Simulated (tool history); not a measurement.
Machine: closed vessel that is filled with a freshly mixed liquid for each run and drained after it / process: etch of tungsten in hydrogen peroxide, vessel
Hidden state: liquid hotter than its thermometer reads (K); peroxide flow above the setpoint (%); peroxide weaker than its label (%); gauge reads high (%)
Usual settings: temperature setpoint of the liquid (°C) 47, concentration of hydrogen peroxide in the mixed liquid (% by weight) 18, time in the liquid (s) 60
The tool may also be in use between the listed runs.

run	hour	temperature setpoint of the liquid (°C)	concentration of hydrogen peroxide in the mixed liquid (% by weight)	time in the liquid (s)	wafers since the last listed run	hours since the thermometer was replaced	hours since the peroxide flow meter was replaced	hours since the drum of peroxide was connected	hours since the gauge calibration	read-back film thickness of the tungsten reference wafer, read on the same gauge (nm)	thickness taken off the tungsten on a monitor wafer (nm)
1	0	47	18	50	0	1639.4	642.4	1476.1	263	49.99	49.63
2	12.6	47	18	50	1243	1652	655	1488.7	275.6	49.98	50.24
3	25.4	47	18	50	1262	1664.8	667.8	1501.5	288.4	50	49.11
4	56.6	47	18	60	3078	1696	699	1532.7	319.6	49.99	60.05
5	78	47	18	60	2111	1717.4	720.4	1554.1	341	49.99	59.32
6	96.2	47	18	60	1795	1735.6	738.6	1572.3	359.2	50.03	58.98
7	111.6	47	18	60	1519	1751	754	1587.7	374.6	50.02	59.44
# hour 132.9: gauge calibrated
8	135.4	39.5	18	50	2348	1774.8	777.8	1611.5	2.5	49.98	30.78
9	166.4	50	18	70	3058	1805.8	808.8	1642.5	33.5	50.01	82.49
# hour 169.1: new drum of peroxide connected
10	190.2	50	18	70	2249	1829.6	832.6	21.1	57.3	50.01	84.58
11	224.5	39.5	18	50	3383	1863.9	866.9	55.4	91.6	50.01	30.76
12	259.8	47	18	60	3482	1899.2	902.2	90.7	126.9	50.03	59.84
13	280.8	47	18	60	2071	1920.2	923.2	111.7	147.9	50	59.15
14	297	50	15	70	1598	1936.4	939.4	127.9	164.1	50.03	77.32
# hour 299.6: thermometer replaced
15	315.3	47	18	80	1706	15.7	957.7	146.2	182.4	49.98	78.6
# hour 330.9: peroxide flow meter replaced
16	335.1	50.5	14.5	85	1854	35.5	4.2	166	202.2	49.99	94.37
17	351.2	47	21	45	1588	51.6	20.3	182.1	218.3	49.98	48.96
18	371.3	47	18	60	1982	71.7	40.4	202.2	238.4	50.03	59.73
19	392.7	53.5	21.5	60	2111	93.1	61.8	223.6	259.8	50.01	96.48
20	423.7	54.5	18	60	3058	124.1	92.8	254.6	290.8	49.98	96.01

Predict each of these 5 candidate next runs independently; none follows another, all start after run 20:
A	424.4	47	18	60	69	124.8	93.5	255.3	291.5	?	?
B	424.4	55	20.5	30	69	124.8	93.5	255.3	291.5	?	?
C	424.4	47	15.5	95	69	124.8	93.5	255.3	291.5	?	?
D	424.4	53	18	60	69	124.8	93.5	255.3	291.5	?	?
E	424.4	39.5	13.5	40	69	124.8	93.5	255.3	291.5	?	?

run	read-back film thickness of the tungsten reference wafer, read on the same gauge (nm)	thickness taken off the tungsten on a monitor wafer (nm)
A	50	60.33
B	50	52.34
C	50	88.64
D	50	87.06
E	50	21.59
What these runs would have given with no unlogged condition in the tool:
run	thickness taken off the tungsten on a monitor wafer (nm)
A	60.33
B	52.34
C	88.64
D	87.06
E	21.59

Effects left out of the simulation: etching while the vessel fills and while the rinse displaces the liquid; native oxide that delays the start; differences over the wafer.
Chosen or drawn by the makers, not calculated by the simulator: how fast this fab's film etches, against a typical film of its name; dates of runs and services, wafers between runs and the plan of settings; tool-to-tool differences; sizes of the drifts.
